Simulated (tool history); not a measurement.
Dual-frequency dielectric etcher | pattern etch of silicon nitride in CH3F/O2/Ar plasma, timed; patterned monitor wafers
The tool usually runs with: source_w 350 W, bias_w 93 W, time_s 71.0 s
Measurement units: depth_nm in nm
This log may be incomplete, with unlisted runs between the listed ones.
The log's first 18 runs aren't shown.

| run | day | source_w | bias_w | time_s | wafers since the last listed run | hours since the last wet clean | hours since the last source power generator calibration | hours since the last bias power generator calibration | hours since the last upper electrode change | hours since the gauge calibration | read-back reference wafer on the same gauge, depth_nm | depth_nm |
|---|---|---|---|---|---|---|---|---|---|---|---|---|
|  | 34.283 | source power generator calibrated |
| 19 | 36.096 | 350 | 93 | 71.0 | 581 | 467.2 | 43.5 | 356.6 | 99.4 | 369.0 | 52.1 | 51.3 |
| 20 | 38.083 | 280 | 86 | 71.0 | 559 | 514.9 | 91.2 | 404.3 | 147.1 | 416.7 | 52.2 | 44.8 |
|  | 41.462 | wet clean of the chamber |
| 21 | 41.483 | 350 | 78 | 71.0 | 676 | 0.5 | 172.8 | 485.9 | 228.7 | 498.3 | 52.3 | 49.0 |
| 22 | 43.400 | 350 | 101 | 71.0 | 539 | 46.5 | 218.8 | 531.9 | 274.7 | 544.3 | 52.2 | 52.2 |
| 23 | 44.746 | 350 | 93 | 71.0 | 379 | 78.8 | 251.1 | 564.2 | 307.0 | 576.6 | 52.1 | 51.0 |
| 24 | 46.283 | 350 | 72 | 59.0 | 433 | 115.7 | 288.0 | 601.1 | 343.9 | 613.5 | 52.2 | 39.8 |
| 25 | 48.062 | 320 | 85 | 71.0 | 501 | 158.4 | 330.7 | 643.8 | 386.6 | 656.2 | 52.2 | 48.0 |
| 26 | 50.958 | 350 | 93 | 91.0 | 815 | 227.9 | 400.2 | 713.3 | 456.1 | 725.7 | 52.2 | 66.1 |
| 27 | 52.167 | 390 | 106 | 86.0 | 340 | 256.9 | 429.2 | 742.3 | 485.1 | 754.7 | 52.1 | 66.0 |
| 28 | 53.862 | 350 | 93 | 60.5 | 477 | 297.6 | 469.9 | 783.0 | 525.8 | 795.4 | 52.2 | 43.1 |
| 29 | 56.779 | 300 | 104 | 71.0 | 821 | 367.6 | 539.9 | 853.0 | 595.8 | 865.4 | 52.2 | 48.9 |
| 30 | 59.312 | 350 | 99 | 58.5 | 713 | 428.4 | 600.7 | 913.8 | 656.6 | 926.2 | 52.2 | 43.1 |
| 31 | 61.146 | 410 | 102 | 71.0 | 516 | 472.4 | 644.7 | 957.8 | 700.6 | 970.2 | 52.2 | 55.6 |

3 ways to go on from here, each from the tool as it stands after run 31. What would each give?
| A | 61.162 | 350 | 93 | 84.5 | 4 | 472.8 | 645.1 | 958.2 | 701.0 | 970.6 | ? | ? |
| B | 61.162 | 310 | 93 | 63.0 | 4 | 472.8 | 645.1 | 958.2 | 701.0 | 970.6 | ? | ? |
| C | 61.162 | 380 | 93 | 55.5 | 4 | 472.8 | 645.1 | 958.2 | 701.0 | 970.6 | ? | ? |

| run | read-back reference wafer on the same gauge, depth_nm | depth_nm |
|---|---|---|
| A | 52.2 | 60.7 |
| B | 52.2 | 42.9 |
| C | 52.2 | 41.3 |
What these runs would have given with no unlogged condition in the tool:
| run | depth_nm |
|---|---|
| A | 60.7 |
| B | 42.9 |
| C | 41.3 |
